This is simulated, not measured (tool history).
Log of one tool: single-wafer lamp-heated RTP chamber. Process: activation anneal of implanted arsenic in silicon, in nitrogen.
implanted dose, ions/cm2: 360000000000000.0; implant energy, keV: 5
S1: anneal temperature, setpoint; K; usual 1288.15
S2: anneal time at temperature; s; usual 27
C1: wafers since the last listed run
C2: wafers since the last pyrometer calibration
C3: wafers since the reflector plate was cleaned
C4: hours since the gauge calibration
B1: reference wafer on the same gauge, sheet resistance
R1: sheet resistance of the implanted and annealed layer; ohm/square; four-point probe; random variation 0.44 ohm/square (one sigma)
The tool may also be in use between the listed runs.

| run | hour | S1 | S2 | C1 | C2 | C3 | C4 | B1 | R1 |
|---|---|---|---|---|---|---|---|---|---|
| 1 | 0.0 | 1288.15 | 27 | 0 | 2820 | 11275 | 312.8 | 291.97 | 285.70 |
| 2 | 60.2 | 1288.15 | 27 | 570 | 3390 | 11846 | 373.0 | 291.96 | 284.84 |
| 3 | 102.0 | 1288.15 | 27 | 396 | 3786 | 12242 | 414.8 | 292.23 | 284.55 |
| 4 | 157.1 | 1288.15 | 27 | 522 | 4309 | 12764 | 469.9 | 291.98 | 284.61 |
| 5 | 207.1 | 1288.15 | 27 | 473 | 4783 | 13238 | 519.9 | 291.92 | 283.19 |
|  | 253.6 | pyrometer window cleaned and pyrometer calibrated |
| 6 | 270.3 | 1288.15 | 27 | 523 | 158 | 13761 | 583.1 | 292.24 | 286.66 |
|  | 277.8 | gauge calibrated |
| 7 | 339.7 | 1288.15 | 27 | 657 | 816 | 14419 | 61.9 | 292.20 | 286.68 |
| 8 | 384.5 | 1288.15 | 24 | 424 | 1241 | 14844 | 106.7 | 292.00 | 287.97 |
| 9 | 418.6 | 1312.15 | 27 | 323 | 1564 | 15167 | 140.8 | 292.00 | 274.12 |
|  | 428.8 | reflector plate cleaned |
| 10 | 457.0 | 1310.15 | 43 | 288 | 1852 | 267 | 179.2 | 291.93 | 268.76 |
| 11 | 510.6 | 1288.15 | 41 | 508 | 2360 | 775 | 232.8 | 291.98 | 279.14 |

Forecast run 12:
| 12 | 568.0 | 1269.15 | 19 | 544 | 2904 | 1319 | 290.2 | ? | ? |

{"run 12": {"B1": 292.02, "R1": 302.74}}
Without the tool's hidden state the same run would have given R1 308.72 ohm/square.
